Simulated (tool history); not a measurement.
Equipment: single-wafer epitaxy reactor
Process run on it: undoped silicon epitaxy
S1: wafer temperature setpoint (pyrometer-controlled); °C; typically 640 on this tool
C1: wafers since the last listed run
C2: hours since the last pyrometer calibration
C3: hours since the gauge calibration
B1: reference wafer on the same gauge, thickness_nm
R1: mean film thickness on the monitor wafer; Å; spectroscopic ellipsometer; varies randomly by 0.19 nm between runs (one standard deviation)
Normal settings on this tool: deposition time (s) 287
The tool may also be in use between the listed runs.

{"run": 1, "hour": 0.0, "S1": 647, "deposition time (s)": 325, "C1": 0, "C2": 2756.2, "C3": 134.6, "B1": 46.599, "R1": 453.16}
{"run": 2, "hour": 12.4, "S1": 647, "deposition time (s)": 325, "C1": 90, "C2": 2768.6, "C3": 147.0, "B1": 46.617, "R1": 453.27}
{"run": 3, "hour": 21.1, "S1": 640, "deposition time (s)": 258, "C1": 63, "C2": 2777.3, "C3": 155.7, "B1": 46.647, "R1": 304.18}
{"run": 4, "hour": 35.3, "S1": 640, "deposition time (s)": 258, "C1": 103, "C2": 2791.5, "C3": 169.9, "B1": 46.696, "R1": 297.76}
{"run": 5, "hour": 52.9, "S1": 640, "deposition time (s)": 258, "C1": 127, "C2": 2809.1, "C3": 187.5, "B1": 46.582, "R1": 300.61}
{"run": 6, "hour": 64.8, "S1": 640, "deposition time (s)": 287, "C1": 86, "C2": 2821.0, "C3": 199.4, "B1": 46.569, "R1": 334.66}
{"run": 7, "hour": 73.6, "S1": 640, "deposition time (s)": 287, "C1": 63, "C2": 2829.8, "C3": 208.2, "B1": 46.618, "R1": 333.81}
{"run": 8, "hour": 87.3, "S1": 645, "deposition time (s)": 250, "C1": 99, "C2": 2843.5, "C3": 221.9, "B1": 46.483, "R1": 330.7}
{"run": 9, "hour": 102.0, "S1": 645, "deposition time (s)": 250, "C1": 106, "C2": 2858.2, "C3": 236.6, "B1": 46.621, "R1": 331.04}
{"run": 10, "hour": 116.9, "S1": 640, "deposition time (s)": 287, "C1": 108, "C2": 2873.1, "C3": 251.5, "B1": 46.661, "R1": 329.47}
{"run": 11, "hour": 126.2, "S1": 640, "deposition time (s)": 287, "C1": 67, "C2": 2882.4, "C3": 260.8, "B1": 46.606, "R1": 332.85}
{"hour": 137.3, "done": "gauge calibrated"}
{"run": 12, "hour": 138.1, "S1": 640, "deposition time (s)": 287, "C1": 86, "C2": 2894.3, "C3": 0.8, "B1": 46.579, "R1": 331.63}
{"run": 13, "hour": 146.0, "S1": 640, "deposition time (s)": 287, "C1": 57, "C2": 2902.2, "C3": 8.7, "B1": 46.599, "R1": 334.04}
{"run": 14, "hour": 159.9, "S1": 636, "deposition time (s)": 250, "C1": 101, "C2": 2916.1, "C3": 22.6, "B1": 46.503, "R1": 261.79}
{"run": 15, "hour": 174.9, "S1": 636, "deposition time (s)": 250, "C1": 109, "C2": 2931.1, "C3": 37.6, "B1": 46.632, "R1": 259.3}
{"run": 16, "hour": 218.2, "S1": 640, "deposition time (s)": 287, "C1": 314, "C2": 2974.4, "C3": 80.9, "B1": 46.646, "R1": 328.67}
{"hour": 229.0, "done": "pyrometer calibrated"}
{"run": 17, "hour": 233.4, "S1": 644, "deposition time (s)": 242, "C1": 52, "C2": 4.4, "C3": 96.1, "B1": 46.619, "R1": 379.61}
{"run": 18, "hour": 248.4, "S1": 654, "deposition time (s)": 236, "C1": 109, "C2": 19.4, "C3": 111.1, "B1": 46.525, "R1": 480.78}
{"run": 19, "hour": 256.4, "S1": 640, "deposition time (s)": 266, "C1": 58, "C2": 27.4, "C3": 119.1, "B1": 46.616, "R1": 379.28}
{"run": 20, "hour": 266.5, "S1": 630, "deposition time (s)": 287, "C1": 73, "C2": 37.5, "C3": 129.2, "B1": 46.601, "R1": 318.05}
{"run": 21, "hour": 275.6, "S1": 651, "deposition time (s)": 320, "C1": 66, "C2": 46.6, "C3": 138.3, "B1": 46.643, "R1": 604.01}
{"run": 22, "hour": 285.0, "S1": 640, "deposition time (s)": 287, "C1": 68, "C2": 56.0, "C3": 147.7, "B1": 46.565, "R1": 409.53}
{"run": 23, "hour": 296.4, "S1": 626, "deposition time (s)": 317, "C1": 82, "C2": 67.4, "C3": 159.1, "B1": 46.544, "R1": 314.89}
{"run": 24, "hour": 303.7, "S1": 646, "deposition time (s)": 254, "C1": 53, "C2": 74.7, "C3": 166.4, "B1": 46.563, "R1": 420.77}
{"run": 25, "hour": 321.0, "S1": 640, "deposition time (s)": 287, "C1": 125, "C2": 92.0, "C3": 183.7, "B1": 46.571, "R1": 408.6}
{"run": 26, "hour": 332.4, "S1": 640, "deposition time (s)": 287, "C1": 82, "C2": 103.4, "C3": 195.1, "B1": 46.648, "R1": 410.21}
{"run": 27, "hour": 341.1, "S1": 654, "deposition time (s)": 323, "C1": 63, "C2": 112.1, "C3": 203.8, "B1": 46.651, "R1": 655.58}
{"run": 28, "hour": 353.3, "S1": 627, "deposition time (s)": 247, "C1": 88, "C2": 124.3, "C3": 216.0, "B1": 46.569, "R1": 249.85}
{"run": 29, "hour": 368.3, "S1": 634, "deposition time (s)": 237, "C1": 109, "C2": 139.3, "C3": 231.0, "B1": 46.642, "R1": 288.31}
{"run": 30, "hour": 385.7, "S1": 640, "deposition time (s)": 287, "C1": 126, "C2": 156.7, "C3": 248.4, "B1": 46.582, "R1": 405.62}
{"run": 31, "hour": 397.6, "S1": 640, "deposition time (s)": 287, "C1": 86, "C2": 168.6, "C3": 260.3, "B1": 46.624, "R1": 406.04}
{"run": 32, "hour": 405.2, "S1": 650, "deposition time (s)": 287, "C1": 55, "C2": 176.2, "C3": 267.9, "B1": 46.692, "R1": 521.52}

Subtracting, for every run, the result it would have given without the tool's unlogged condition from the measured result gives the following. The same run-to-run variation enters both numbers; the gauge's scatter may not:
What the log doesn't record here: wafer temperature above the value expected at the setpoint (K); gauge reads high (%).
run=1 R1=-87.50
run=2 R1=-87.91
run=3 R1=-60.31
run=4 R1=-59.34
run=5 R1=-60.27
run=6 R1=-67.37
run=7 R1=-67.41
run=8 R1=-66.18
run=9 R1=-66.60
run=10 R1=-67.54
run=11 R1=-68.45
run=12 R1=-68.48
run=13 R1=-69.16
run=14 R1=-55.06
run=15 R1=-54.81
run=16 R1=-69.72
run=17 R1=+9.09
run=18 R1=+10.84
run=19 R1=+8.68
run=20 R1=+7.29
run=21 R1=+12.84
run=22 R1=+8.72
run=23 R1=+6.74
run=24 R1=+8.40
run=25 R1=+7.88
run=26 R1=+7.65
run=27 R1=+11.50
run=28 R1=+4.51
run=29 R1=+4.87
run=30 R1=+6.35
run=31 R1=+6.08
run=32 R1=+7.40

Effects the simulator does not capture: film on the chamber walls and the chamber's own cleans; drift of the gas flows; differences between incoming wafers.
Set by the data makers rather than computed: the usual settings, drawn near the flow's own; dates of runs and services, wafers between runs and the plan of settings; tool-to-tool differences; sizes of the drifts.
